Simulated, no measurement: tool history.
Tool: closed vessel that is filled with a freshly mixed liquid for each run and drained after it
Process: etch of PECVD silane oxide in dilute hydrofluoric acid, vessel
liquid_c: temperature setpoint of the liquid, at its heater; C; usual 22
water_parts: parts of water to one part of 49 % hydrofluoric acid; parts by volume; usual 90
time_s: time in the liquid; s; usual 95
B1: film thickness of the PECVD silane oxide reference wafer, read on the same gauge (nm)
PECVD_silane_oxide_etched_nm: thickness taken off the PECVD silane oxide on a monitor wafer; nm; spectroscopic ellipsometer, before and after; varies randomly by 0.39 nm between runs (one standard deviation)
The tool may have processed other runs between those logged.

run 1 hour=0 | liquid_c=22 water_parts=90 time_s=95 | B1=80.03 | PECVD_silane_oxide_etched_nm=45.83
run 2 hour=105.6 | liquid_c=22 water_parts=90 time_s=95 | B1=79.98 | PECVD_silane_oxide_etched_nm=45.96
run 3 hour=209.3 | liquid_c=22 water_parts=90 time_s=95 | B1=79.98 | PECVD_silane_oxide_etched_nm=46.05
-- hour=287.3 hydrofluoric acid flow meter replaced
run 4 hour=291.7 | liquid_c=22 water_parts=90 time_s=75 | B1=80.01 | PECVD_silane_oxide_etched_nm=36.08
run 5 hour=346.7 | liquid_c=22 water_parts=90 time_s=75 | B1=80.02 | PECVD_silane_oxide_etched_nm=35.98
-- hour=407.2 thermometer replaced
run 6 hour=492.5 | liquid_c=22 water_parts=90 time_s=75 | B1=80.01 | PECVD_silane_oxide_etched_nm=36.66
-- hour=557.2 gauge calibrated
run 7 hour=583.5 | liquid_c=22 water_parts=90 time_s=95 | B1=80.01 | PECVD_silane_oxide_etched_nm=45.43
run 8 hour=687.9 | liquid_c=22 water_parts=90 time_s=95 | B1=79.98 | PECVD_silane_oxide_etched_nm=45.95
run 9 hour=735.6 | liquid_c=22 water_parts=90 time_s=95 | B1=80 | PECVD_silane_oxide_etched_nm=46.31
run 10 hour=795.8 | liquid_c=22 water_parts=90 time_s=95 | B1=79.99 | PECVD_silane_oxide_etched_nm=45.6
run 11 hour=874.8 | liquid_c=22 water_parts=90 time_s=95 | B1=79.99 | PECVD_silane_oxide_etched_nm=45.28
run 12 hour=946.1 | liquid_c=22 water_parts=90 time_s=65 | B1=79.97 | PECVD_silane_oxide_etched_nm=31.33
run 13 hour=1009.4 | liquid_c=22 water_parts=100 time_s=95 | B1=80 | PECVD_silane_oxide_etched_nm=41.09
run 14 hour=1076.5 | liquid_c=18 water_parts=75 time_s=95 | B1=79.99 | PECVD_silane_oxide_etched_nm=47.8
run 15 hour=1119.6 | liquid_c=26.5 water_parts=75 time_s=150 | B1=80.03 | PECVD_silane_oxide_etched_nm=106.44
run 16 hour=1177.6 | liquid_c=26.5 water_parts=120 time_s=145 | B1=79.99 | PECVD_silane_oxide_etched_nm=60.76
run 17 hour=1225.1 | liquid_c=20 water_parts=90 time_s=95 | B1=79.98 | PECVD_silane_oxide_etched_nm=42.51
run 18 hour=1278.9 | liquid_c=22 water_parts=90 time_s=120 | B1=80 | PECVD_silane_oxide_etched_nm=58.22
run 19 hour=1332.6 | liquid_c=22 water_parts=90 time_s=95 | B1=80.01 | PECVD_silane_oxide_etched_nm=45.95
run 20 hour=1563.5 | liquid_c=22 water_parts=90 time_s=95 | B1=80 | PECVD_silane_oxide_etched_nm=46.39
run 21 hour=1603.5 | liquid_c=18 water_parts=65 time_s=130 | B1=80 | PECVD_silane_oxide_etched_nm=74.62
-- hour=1623.5 thermometer replaced
run 22 hour=1640 | liquid_c=20.5 water_parts=90 time_s=95 | B1=80.01 | PECVD_silane_oxide_etched_nm=43.22
-- hour=1641.5 hydrofluoric acid flow meter replaced
run 23 hour=1733.6 | liquid_c=22 water_parts=90 time_s=95 | B1=80 | PECVD_silane_oxide_etched_nm=46.17
run 24 hour=1830.3 | liquid_c=22 water_parts=90 time_s=95 | B1=80.02 | PECVD_silane_oxide_etched_nm=46.11
run 25 hour=1962.6 | liquid_c=18 water_parts=55 time_s=75 | B1=80.02 | PECVD_silane_oxide_etched_nm=52.48
run 26 hour=2026.8 | liquid_c=18 water_parts=60 time_s=75 | B1=79.99 | PECVD_silane_oxide_etched_nm=46.76
run 27 hour=2125.4 | liquid_c=22 water_parts=70 time_s=95 | B1=80.01 | PECVD_silane_oxide_etched_nm=60.19
run 28 hour=2217.9 | liquid_c=22 water_parts=90 time_s=50 | B1=80 | PECVD_silane_oxide_etched_nm=24.15
run 29 hour=2277.5 | liquid_c=26 water_parts=50 time_s=95 | B1=80.01 | PECVD_silane_oxide_etched_nm=102.56
run 30 hour=2376 | liquid_c=19 water_parts=90 time_s=65 | B1=80.04 | PECVD_silane_oxide_etched_nm=27.63
run 31 hour=2438.6 | liquid_c=22 water_parts=65 time_s=95 | B1=80.01 | PECVD_silane_oxide_etched_nm=65.69
run 32 hour=2532.1 | liquid_c=20.5 water_parts=75 time_s=95 | B1=80 | PECVD_silane_oxide_etched_nm=52.13
run 33 hour=2588.2 | liquid_c=22 water_parts=130 time_s=95 | B1=80.01 | PECVD_silane_oxide_etched_nm=30.51
-- hour=2615.7 thermometer replaced
run 34 hour=2689.8 | liquid_c=18 water_parts=50 time_s=120 | B1=80 | PECVD_silane_oxide_etched_nm=92.61

State the hidden condition of the tool at each of the runs:
liquid colder than its thermometer reads (K): 0 on each run
hydrofluoric acid flow above the setpoint (%): 0 on each run
gauge reads high (%): 0 on each run
